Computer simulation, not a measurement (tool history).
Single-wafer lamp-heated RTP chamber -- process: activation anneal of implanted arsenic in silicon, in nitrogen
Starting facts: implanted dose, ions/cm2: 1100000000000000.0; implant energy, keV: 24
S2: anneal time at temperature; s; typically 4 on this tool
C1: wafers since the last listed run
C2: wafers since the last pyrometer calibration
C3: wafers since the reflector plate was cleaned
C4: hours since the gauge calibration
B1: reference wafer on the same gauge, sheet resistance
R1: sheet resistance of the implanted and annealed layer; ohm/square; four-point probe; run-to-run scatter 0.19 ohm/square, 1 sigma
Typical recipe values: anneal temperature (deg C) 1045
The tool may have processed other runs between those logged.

run 1 day=0.000 | anneal_temperature_(deg_C)=1029 S2=4 | C1=0 C2=3709 C3=9649 C4=11.2 | B1=148.96 | R1=130.78
run 2 day=0.721 | anneal_temperature_(deg_C)=1029 S2=4 | C1=240 C2=3950 C3=9890 C4=28.5 | B1=148.96 | R1=130.92
run 3 day=1.842 | anneal_temperature_(deg_C)=1045 S2=4 | C1=374 C2=4324 C3=10264 C4=55.4 | B1=149.04 | R1=127.45
run 4 day=2.342 | anneal_temperature_(deg_C)=1045 S2=4 | C1=167 C2=4491 C3=10431 C4=67.4 | B1=149.02 | R1=127.56
run 5 day=2.650 | anneal_temperature_(deg_C)=1045 S2=4 | C1=102 C2=4594 C3=10534 C4=74.8 | B1=148.99 | R1=127.91
run 6 day=3.225 | anneal_temperature_(deg_C)=1045 S2=4 | C1=192 C2=4786 C3=10726 C4=88.6 | B1=149.01 | R1=127.90
run 7 day=3.729 | anneal_temperature_(deg_C)=1045 S2=4 | C1=168 C2=4955 C3=10895 C4=100.7 | B1=149.01 | R1=127.79
-- day=4.021 gauge calibrated
run 8 day=4.067 | anneal_temperature_(deg_C)=1045 S2=4 | C1=112 C2=5068 C3=11008 C4=1.1 | B1=148.96 | R1=127.54
-- day=4.521 reflector plate cleaned
-- day=4.767 pyrometer window cleaned and pyrometer calibrated
run 9 day=4.788 | anneal_temperature_(deg_C)=1045 S2=5 | C1=46 C2=6 C3=6 C4=18.4 | B1=149.02 | R1=127.83
run 10 day=4.804 | anneal_temperature_(deg_C)=1072 S2=4 | C1=5 C2=12 C3=12 C4=18.8 | B1=148.98 | R1=124.64
run 11 day=5.550 | anneal_temperature_(deg_C)=1045 S2=4 | C1=249 C2=261 C3=261 C4=36.7 | B1=149.01 | R1=129.34
run 12 day=6.258 | anneal_temperature_(deg_C)=1056 S2=3 | C1=236 C2=497 C3=497 C4=53.7 | B1=149.01 | R1=129.19
run 13 day=6.667 | anneal_temperature_(deg_C)=1073 S2=6 | C1=136 C2=634 C3=634 C4=63.5 | B1=149.03 | R1=120.59
run 14 day=7.375 | anneal_temperature_(deg_C)=1045 S2=4 | C1=236 C2=870 C3=870 C4=80.5 | B1=149.02 | R1=128.53

What differs in the tool's unlogged condition from the final listed run ahead of each entry between runs to the first listed run following it?
Run 7 -> run 8: gauge calibrated (day 4.021)
  no hidden state differs between the two runs
  measured minus no-state result, R1: -2.36 -> -2.36 ohm/square
Run 8 -> run 9: reflector plate cleaned (day 4.521); pyrometer window cleaned and pyrometer calibrated (day 4.767)
  true wafer temperature minus pyrometer reading, K: 12.2 -> 2.13
  measured minus no-state result, R1: -2.36 -> -0.43 ohm/square
